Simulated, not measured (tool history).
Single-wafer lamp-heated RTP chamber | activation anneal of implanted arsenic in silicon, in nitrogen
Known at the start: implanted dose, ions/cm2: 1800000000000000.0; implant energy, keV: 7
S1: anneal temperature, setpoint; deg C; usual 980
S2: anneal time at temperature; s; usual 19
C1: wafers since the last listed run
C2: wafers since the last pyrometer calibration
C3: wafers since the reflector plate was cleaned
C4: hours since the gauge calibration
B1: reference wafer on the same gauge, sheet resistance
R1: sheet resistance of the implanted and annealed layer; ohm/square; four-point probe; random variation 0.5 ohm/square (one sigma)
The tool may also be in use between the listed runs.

run	hour	S1	S2	C1	C2	C3	C4	B1	R1
1	0.0	980	19	0	1285	5725	143.3	143.09	146.74
2	51.7	967	19	474	1759	6200	195.0	142.85	158.63
3	157.9	967	19	975	2735	7175	301.2	142.95	157.03
4	244.5	980	23	795	3530	7971	387.8	142.89	135.70
# hour 262.9: pyrometer window cleaned and pyrometer calibrated
5	305.8	980	23	489	393	8460	449.1	143.05	139.28
6	359.7	980	19	495	889	8955	503.0	142.98	146.21
7	428.6	995	19	632	1521	9588	571.9	142.91	128.94
8	470.9	995	19	388	1910	9977	614.2	142.88	128.68
9	537.5	995	19	611	2521	10588	680.8	142.85	128.38
# hour 633.7: pyrometer window cleaned and pyrometer calibrated
10	634.2	999	17	814	4	11403	777.5	142.92	130.44
11	670.8	999	17	336	340	11739	814.1	143.00	130.71
12	711.1	1000	19	370	710	12109	854.4	143.11	124.22
13	813.9	951	13	944	1654	13053	957.2	143.20	184.59
14	903.0	996	19	818	2473	13871	1046.3	143.17	125.97
# hour 914.2: reflector plate cleaned
# hour 921.0: gauge calibrated
15	990.5	980	8	730	3203	700	69.5	143.13	172.25
# hour 1036.6: pyrometer window cleaned and pyrometer calibrated
16	1056.5	980	10	532	182	1233	135.5	143.13	169.70
17	1135.0	988	19	720	903	1954	214.0	143.01	140.21
18	1190.7	970	19	511	1414	2465	269.7	142.96	157.69
19	1243.2	980	19	482	1897	2947	322.2	142.94	146.12
20	1349.7	980	14	978	2875	3926	428.7	143.08	154.91
21	1424.3	956	13	685	3560	4611	503.3	142.99	179.94
22	1463.9	999	17	363	3924	4974	542.9	142.90	127.15
# hour 1494.0: pyrometer window cleaned and pyrometer calibrated
23	1540.0	996	26	625	422	5600	619.0	143.02	121.04
24	1622.7	988	11	759	1182	6359	701.7	143.14	156.40

The same runs without the tool's hidden state, with the same run-to-run variation:
The hidden state here: true wafer temperature minus pyrometer reading, K; wafer temperature error from the tarnished reflector plate, K; gauge reads high (%).
run	R1
1	150.51
2	163.25
3	163.41
4	143.43
5	142.50
6	150.34
7	133.91
8	134.31
9	135.08
10	133.47
11	134.32
12	128.38
13	189.96
14	133.16
15	177.00
16	170.37
17	142.19
18	160.64
19	149.91
20	160.33
21	186.04
22	134.00
23	123.01
24	159.65

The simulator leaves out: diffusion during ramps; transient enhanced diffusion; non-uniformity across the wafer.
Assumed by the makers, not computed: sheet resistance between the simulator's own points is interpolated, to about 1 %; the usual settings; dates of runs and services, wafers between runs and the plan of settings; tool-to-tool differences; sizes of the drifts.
